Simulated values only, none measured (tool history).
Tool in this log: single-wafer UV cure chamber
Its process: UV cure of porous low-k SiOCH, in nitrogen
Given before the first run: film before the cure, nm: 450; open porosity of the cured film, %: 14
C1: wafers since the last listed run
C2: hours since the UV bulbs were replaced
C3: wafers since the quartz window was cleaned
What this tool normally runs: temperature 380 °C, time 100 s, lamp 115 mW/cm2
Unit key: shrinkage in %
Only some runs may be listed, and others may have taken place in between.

Run 1, day 0.000: usual settings but temperature 364 °C, lamp 96 mW/cm2; C1 0; C2 1667.1; C3 1003. Result: shrinkage 5.344 %.
Run 2, day 0.512: usual settings but temperature 364 °C, lamp 96 mW/cm2; C1 105; C2 1679.4; C3 1109. Result: shrinkage 5.256 %.
Run 3, day 1.717: usual settings but temperature 364 °C, lamp 96 mW/cm2; C1 248; C2 1708.3; C3 1357. Result: shrinkage 5.165 %.
Run 4, day 2.604: usual settings; C1 182; C2 1729.6; C3 1540. Result: shrinkage 5.912 %.
At day 3.700: quartz window cleaned.
Run 5, day 3.983: usual settings; C1 215; C2 1762.7; C3 58. Result: shrinkage 6.492 %.
Run 6, day 4.950: usual settings; C1 199; C2 1785.9; C3 257. Result: shrinkage 6.491 %.
Run 7, day 6.238: usual settings; C1 265; C2 1816.8; C3 522. Result: shrinkage 6.382 %.
Run 8, day 7.475: usual settings; C1 254; C2 1846.5; C3 777. Result: shrinkage 6.199 %.
Run 9, day 8.604: usual settings but lamp 100 mW/cm2; C1 232; C2 1873.6; C3 1010. Result: shrinkage 5.636 %.
Run 10, day 9.429: usual settings but lamp 100 mW/cm2; C1 169; C2 1893.4; C3 1180. Result: shrinkage 5.664 %.
Run 11, day 10.258: usual settings but temperature 392 °C; C1 170; C2 1913.3; C3 1351. Result: shrinkage 6.169 %.
Run 12, day 10.817: usual settings but temperature 392 °C; C1 115; C2 1926.7; C3 1466. Result: shrinkage 6.001 %.
Run 13, day 11.525: usual settings but temperature 387 °C, time 70 s; C1 145; C2 1943.7; C3 1612. Result: shrinkage 4.745 %.
Run 14, day 12.079: usual settings but temperature 387 °C, time 70 s; C1 114; C2 1957.0; C3 1726. Result: shrinkage 4.791 %.
At day 13.021: quartz window cleaned.
Run 15, day 13.062: usual settings but time 80 s; C1 133; C2 1980.6; C3 9. Result: shrinkage 5.890 %.
Run 16, day 14.271: usual settings but time 80 s; C1 248; C2 2009.6; C3 257. Result: shrinkage 5.638 %.
Run 17, day 15.008: usual settings; C1 151; C2 2027.3; C3 409. Result: shrinkage 6.333 %.
Run 18, day 15.608: usual settings; C1 123; C2 2041.7; C3 533. Result: shrinkage 6.112 %.
Run 19, day 16.750: usual settings; C1 235; C2 2069.1; C3 768. Result: shrinkage 6.155 %.
Run 20, day 17.321: usual settings; C1 117; C2 2082.8; C3 886. Result: shrinkage 6.114 %.
Run 21, day 17.879: usual settings but temperature 367 °C, time 155 s, lamp 79 mW/cm2; C1 115; C2 2096.2; C3 1001. Result: shrinkage 6.047 %.
Run 22, day 18.617: usual settings but time 125 s, lamp 125 mW/cm2; C1 151; C2 2113.9; C3 1153. Result: shrinkage 7.042 %.
Run 23, day 19.496: usual settings but lamp 140 mW/cm2; C1 181; C2 2135.0; C3 1334. Result: shrinkage 6.480 %.
Run 24, day 20.100: usual settings but lamp 100 mW/cm2; C1 124; C2 2149.5; C3 1459. Result: shrinkage 5.281 %.
Run 25, day 20.988: usual settings but lamp 79 mW/cm2; C1 182; C2 2170.8; C3 1641. Result: shrinkage 4.562 %.
At day 21.446: quartz window cleaned.
Run 26, day 21.621: usual settings but temperature 387 °C, time 45 s, lamp 104 mW/cm2; C1 61; C2 2186.0; C3 36. Result: shrinkage 3.645 %.
Run 27, day 22.917: usual settings but temperature 392 °C, time 75 s; C1 266; C2 2217.1; C3 302. Result: shrinkage 5.543 %.
Run 28, day 24.396: usual settings; C1 304; C2 2252.6; C3 607. Result: shrinkage 6.190 %.
Run 29, day 25.679: usual settings; C1 264; C2 2283.4; C3 872. Result: shrinkage 6.140 %.
Run 30, day 26.388: usual settings but time 160 s; C1 145; C2 2300.4; C3 1018. Result: shrinkage 7.618 %.
Run 31, day 27.296: usual settings; C1 187; C2 2322.2; C3 1205. Result: shrinkage 5.898 %.
At day 27.738: UV bulbs replaced.
Run 32, day 27.833: usual settings but temperature 371 °C, time 70 s, lamp 145 mW/cm2; C1 42; C2 2.3; C3 1247. Result: shrinkage 5.215 %.
At day 29.204: quartz window cleaned.
Run 33, day 29.225: usual settings but temperature 391 °C, time 50 s, lamp 92 mW/cm2; C1 218; C2 35.7; C3 4. Result: shrinkage 3.726 %.
Run 34, day 30.183: usual settings but time 150 s, lamp 128 mW/cm2; C1 197; C2 58.7; C3 201. Result: shrinkage 8.337 %.
Run 35, day 31.638: usual settings but temperature 394 °C, lamp 97 mW/cm2; C1 299; C2 93.6; C3 501. Result: shrinkage 5.897 %.
Run 36, day 32.567: usual settings but temperature 391 °C; C1 191; C2 115.9; C3 692. Result: shrinkage 6.331 %.
Run 37, day 33.692: usual settings but temperature 371 °C, time 60 s, lamp 148 mW/cm2; C1 231; C2 142.9; C3 924. Result: shrinkage 5.102 %.
Run 38, day 34.362: usual settings but temperature 366 °C, time 45 s; C1 138; C2 159.0; C3 1062. Result: shrinkage 3.359 %.
Run 39, day 34.925: usual settings but temperature 371 °C, time 160 s, lamp 126 mW/cm2; C1 115; C2 172.5; C3 1178. Result: shrinkage 7.915 %.
Run 40, day 36.242: usual settings but time 135 s; C1 271; C2 204.1; C3 1449. Result: shrinkage 6.892 %.

3 ways to go on from here, each from the tool as it stands after run 40. What would each give?
Run A, day 36.258: usual settings but lamp 99 mW/cm2; C1 3; C2 204.5; C3 1453. Result: shrinkage ?.
Run B, day 36.258: usual settings but temperature 386 °C; C1 3; C2 204.5; C3 1453. Result: shrinkage ?.
Run C, day 36.258: usual settings but temperature 388 °C, time 45 s, lamp 83 mW/cm2; C1 3; C2 204.5; C3 1453. Result: shrinkage ?.

run  shrinkage
  A      5.366
  B      5.954
  C      2.739
Stripped of hidden state, with their random variation kept, the same runs would have yielded:
run  shrinkage
  A      6.095
  B      6.711
  C      3.242
